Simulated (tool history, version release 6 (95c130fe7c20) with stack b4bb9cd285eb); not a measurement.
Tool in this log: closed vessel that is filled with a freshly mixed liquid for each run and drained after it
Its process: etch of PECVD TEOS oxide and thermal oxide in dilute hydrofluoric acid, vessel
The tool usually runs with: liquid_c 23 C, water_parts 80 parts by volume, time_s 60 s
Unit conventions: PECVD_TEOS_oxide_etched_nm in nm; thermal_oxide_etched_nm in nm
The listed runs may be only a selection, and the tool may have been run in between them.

run	day	liquid_c	water_parts	time_s	read-back film thickness of the PECVD TEOS oxide reference wafer, read on the same gauge (nm)	read-back film thickness of the thermal oxide reference wafer, read on the same gauge (nm)	PECVD_TEOS_oxide_etched_nm	thermal_oxide_etched_nm
1	0	25	65	60	50.02	90.04	14.01	5.159
2	1.875	25	65	60	50.02	89.991	14	5.15
3	4.542	23	105	60	49.97	90.032	7.63	2.779
# day 6.65: gauge calibrated
4	8.538	23	70	60	49.99	89.985	12.08	4.394
5	10.592	23	80	60	50.01	90.005	10.3	3.791
6	13.488	23	80	60	49.98	90.025	10.35	3.805
# day 15.108: thermometer replaced
7	15.55	25	115	30	50.01	89.997	3.6	1.331
8	19.525	23	80	60	50.02	89.987	9.98	3.681
9	21.75	26.5	110	45	49.99	90.017	6	2.199
10	25.258	23	80	60	49.97	89.992	10.02	3.665
# day 25.5: hydrofluoric acid flow meter replaced
11	27.646	20.5	80	30	49.98	89.978	4.72	1.713
12	31.371	26.5	65	60	50	89.972	15.12	5.54
13	34.592	23	60	75	50.03	89.964	17.69	6.552
14	36.454	23	115	85	50.01	90.018	9.89	3.587
15	38.283	20.5	55	35	49.98	89.96	8.24	2.988
16	41.838	23	80	60	49.99	90.007	10.42	3.791
17	45.479	20	100	45	50.03	90.012	5.43	1.99

What does the tool deliver on the next run?
18	47.225	20	115	95	?	?	?	?

read-back film thickness of the PECVD TEOS oxide reference wafer, read on the same gauge (nm): 49.97
read-back film thickness of the thermal oxide reference wafer, read on the same gauge (nm): 90.008
PECVD_TEOS_oxide_etched_nm: 9.72 nm
thermal_oxide_etched_nm: 3.549 nm
With the hidden condition absent and the run-to-run variation left alone, this run would have shown PECVD_TEOS_oxide_etched_nm 9.69 nm, thermal_oxide_etched_nm 3.536 nm.
